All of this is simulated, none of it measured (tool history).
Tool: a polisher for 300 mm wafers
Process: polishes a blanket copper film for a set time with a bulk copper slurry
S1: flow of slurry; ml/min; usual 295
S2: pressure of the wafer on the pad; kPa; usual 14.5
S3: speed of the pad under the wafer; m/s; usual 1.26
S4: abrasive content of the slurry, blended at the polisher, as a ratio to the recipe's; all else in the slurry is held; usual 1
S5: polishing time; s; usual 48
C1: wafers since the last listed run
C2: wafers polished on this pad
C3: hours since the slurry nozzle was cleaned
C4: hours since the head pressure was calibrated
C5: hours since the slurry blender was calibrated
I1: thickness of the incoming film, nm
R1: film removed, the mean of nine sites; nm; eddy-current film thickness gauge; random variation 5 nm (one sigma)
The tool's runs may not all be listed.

run,day,S1,S2,S3,S4,S5,C1,C2,C3,C4,C5,I1,R1
1,0,295,14.5,1.26,1,48,0,2181,1.9,272.3,150.6,3815.5,418.1
2,3.658,295,14.5,1.26,1,48,725,2907,89.7,360.1,238.4,3822.7,392.1
# day 5.112: worn pad replaced by a new one
# day 5.746: head pressure recalibrated
3,8.154,295,14.5,1.26,1,48,842,586,197.6,57.8,346.3,3808.3,391.6
# day 10.3: slurry blender recalibrated
4,11.383,295,14.5,1.06,1,48,624,1210,275.1,135.3,26,3798.9,331.3
5,13.483,240,14.5,1.26,0.85,48,416,1627,325.5,185.7,76.4,3836.7,369.4
6,15.271,210,12.4,1.26,1,48,354,1981,368.4,228.6,119.3,3786,324.5
# day 15.546: slurry nozzle cleaned
7,17.538,210,12.4,1.26,1,48,441,2423,47.8,283,173.7,3861.4,357.6
8,19.6,210,12.4,1.26,1,48,409,2832,97.3,332.5,223.2,3800,347.5
# day 21.204: worn pad replaced by a new one
9,21.225,295,14.5,1.26,1,48,289,3,136.3,371.5,262.2,3755.8,400.2
# day 23.229: head pressure recalibrated
10,25.567,295,14.5,1.26,1,48,844,848,240.5,56.1,366.4,3855.3,390.8
# day 26.879: slurry blender recalibrated
11,29.212,295,14.5,1.26,1,48,706,1555,328,143.6,56,3820.5,389.2
12,32.683,295,17.9,1.26,1,48,688,2243,411.3,226.9,139.3,3794.9,442.1
# day 34.8: slurry nozzle cleaned
# day 39.317: worn pad replaced by a new one
# day 42.038: head pressure recalibrated
13,42.058,295,17.9,1.26,1,48,1802,527,174.2,0.5,364.3,3793.5,459.2
# day 45.446: slurry blender recalibrated
14,46.146,295,14.5,1.26,1,61,794,1321,272.3,98.6,16.8,3775.5,490.1
15,47.829,355,14.5,1.26,1,58,333,1655,312.7,139,57.2,3774.8,487.4
16,49.762,295,14.5,1.26,1,34,383,2038,359.1,185.4,103.6,3840.7,273.6
# day 50.254: slurry nozzle cleaned
17,53.962,295,14.5,1.46,1,48,824,2863,89,286.2,204.4,3770.9,465.7
18,57.879,260,12.4,1.44,1,48,777,3640,183,380.2,298.4,3842.8,400.8
# day 58.204: worn pad replaced by a new one, of another model than before
# day 61: head pressure recalibrated
19,61.375,380,14.5,1.26,1,58,643,612,266.9,9,382.3,3791.7,502
# day 62.083: slurry blender recalibrated
20,64.788,230,14.5,1.26,0.9,48,660,1273,348.8,90.9,64.9,3795,379.8
# day 65.492: slurry nozzle cleaned
21,69.108,215,10.3,1.26,1.25,59,848,2122,86.8,194.6,168.6,3799.1,452.1
22,70.717,295,14.5,1.02,1,36,319,2441,125.4,233.2,207.2,3849.1,281.5
# day 73.867: worn pad replaced by a new one
23,74.771,295,14.5,1.26,1,48,771,179,222.7,330.5,304.5,3747.8,403
# day 77.179: slurry blender recalibrated
24,77.617,240,17.9,0.9,1,43,548,727,291,398.8,10.5,3768.5,331.2
# day 78: head pressure recalibrated
# day 80.238: slurry nozzle cleaned
25,81.829,295,14.5,1.26,1,48,810,1538,38.2,91.9,111.6,3811.5,423.9
26,84.604,295,14.5,1.26,1,48,550,2089,104.8,158.5,178.2,3812.5,414.7

Forecast each of these 5 alternatives for the next run:
A,84.621,295,14.5,1.26,1,48,3,2092,105.2,158.9,178.6,3815.9,?
B,84.621,295,14.5,1,1,42,3,2092,105.2,158.9,178.6,3815.9,?
C,84.621,220,11.7,1.06,1,54,3,2092,105.2,158.9,178.6,3815.9,?
D,84.621,350,14.5,1.26,1,48,3,2092,105.2,158.9,178.6,3815.9,?
E,84.621,215,14.5,1.26,1.15,48,3,2092,105.2,158.9,178.6,3815.9,?

run,R1
A,406
B,320.9
C,377.8
D,412
E,403.7
Without the tool's hidden state the same runs would have given:
run,R1
A,415.3
B,328.3
C,388.7
D,420.3
E,415.4
